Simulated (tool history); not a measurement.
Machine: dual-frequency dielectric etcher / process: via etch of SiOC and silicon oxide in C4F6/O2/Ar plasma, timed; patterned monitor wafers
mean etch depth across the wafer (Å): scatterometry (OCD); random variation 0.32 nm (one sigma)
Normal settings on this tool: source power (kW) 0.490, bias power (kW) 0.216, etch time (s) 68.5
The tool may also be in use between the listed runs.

| run | hour | source power (kW) | bias power (kW) | etch time (s) | read-back reference wafer on the same gauge, depth_nm | mean etch depth across the wafer (Å) |
|---|---|---|---|---|---|---|
| 1 | 0.0 | 0.490 | 0.216 | 68.5 | 99.3 | 801 |
|  | 63.3 | wet clean of the chamber |
| 2 | 105.1 | 0.490 | 0.216 | 68.5 | 99.6 | 827 |
| 3 | 194.7 | 0.490 | 0.216 | 68.5 | 99.5 | 829 |
|  | 239.4 | source power generator calibrated |
| 4 | 288.1 | 0.440 | 0.216 | 68.5 | 99.5 | 802 |
| 5 | 358.9 | 0.490 | 0.175 | 68.5 | 99.5 | 756 |
| 6 | 466.3 | 0.490 | 0.175 | 68.5 | 99.4 | 756 |
| 7 | 518.8 | 0.490 | 0.216 | 68.5 | 99.4 | 814 |
| 8 | 602.1 | 0.490 | 0.187 | 68.5 | 99.4 | 771 |
|  | 642.5 | bias power generator calibrated |
| 9 | 643.0 | 0.490 | 0.238 | 68.5 | 99.6 | 858 |
| 10 | 697.0 | 0.490 | 0.216 | 68.5 | 99.5 | 824 |
| 11 | 734.8 | 0.490 | 0.216 | 68.5 | 99.4 | 816 |
|  | 807.3 | gauge calibrated |
| 12 | 820.9 | 0.400 | 0.269 | 81.5 | 99.4 | 1007 |
|  | 857.9 | wet clean of the chamber |
| 13 | 886.0 | 0.490 | 0.216 | 68.5 | 99.5 | 844 |
| 14 | 970.6 | 0.560 | 0.216 | 68.5 | 99.6 | 857 |
| 15 | 1058.5 | 0.490 | 0.216 | 68.5 | 99.6 | 831 |
| 16 | 1108.1 | 0.490 | 0.247 | 68.5 | 99.4 | 870 |
| 17 | 1156.5 | 0.430 | 0.233 | 81.5 | 99.5 | 985 |
| 18 | 1256.5 | 0.490 | 0.216 | 68.5 | 99.4 | 820 |
| 19 | 1327.3 | 0.490 | 0.216 | 86.0 | 99.5 | 1022 |
| 20 | 1421.7 | 0.490 | 0.216 | 68.5 | 99.5 | 816 |
|  | 1511.4 | upper electrode replaced |
| 21 | 1511.9 | 0.490 | 0.216 | 68.5 | 99.5 | 809 |
| 22 | 1565.1 | 0.490 | 0.175 | 68.5 | 99.6 | 749 |
| 23 | 1638.7 | 0.490 | 0.261 | 81.0 | 99.4 | 1020 |

Run 24 comes next. What will it give?
|  | 1687.7 | wet clean of the chamber |
| 24 | 1729.6 | 0.490 | 0.216 | 68.5 | ? | ? |

read-back reference wafer on the same gauge, depth_nm: 99.6
mean etch depth across the wafer (Å): 828
The same run, on a tool lacking any hidden state, would have yielded mean etch depth across the wafer (Å) 839.

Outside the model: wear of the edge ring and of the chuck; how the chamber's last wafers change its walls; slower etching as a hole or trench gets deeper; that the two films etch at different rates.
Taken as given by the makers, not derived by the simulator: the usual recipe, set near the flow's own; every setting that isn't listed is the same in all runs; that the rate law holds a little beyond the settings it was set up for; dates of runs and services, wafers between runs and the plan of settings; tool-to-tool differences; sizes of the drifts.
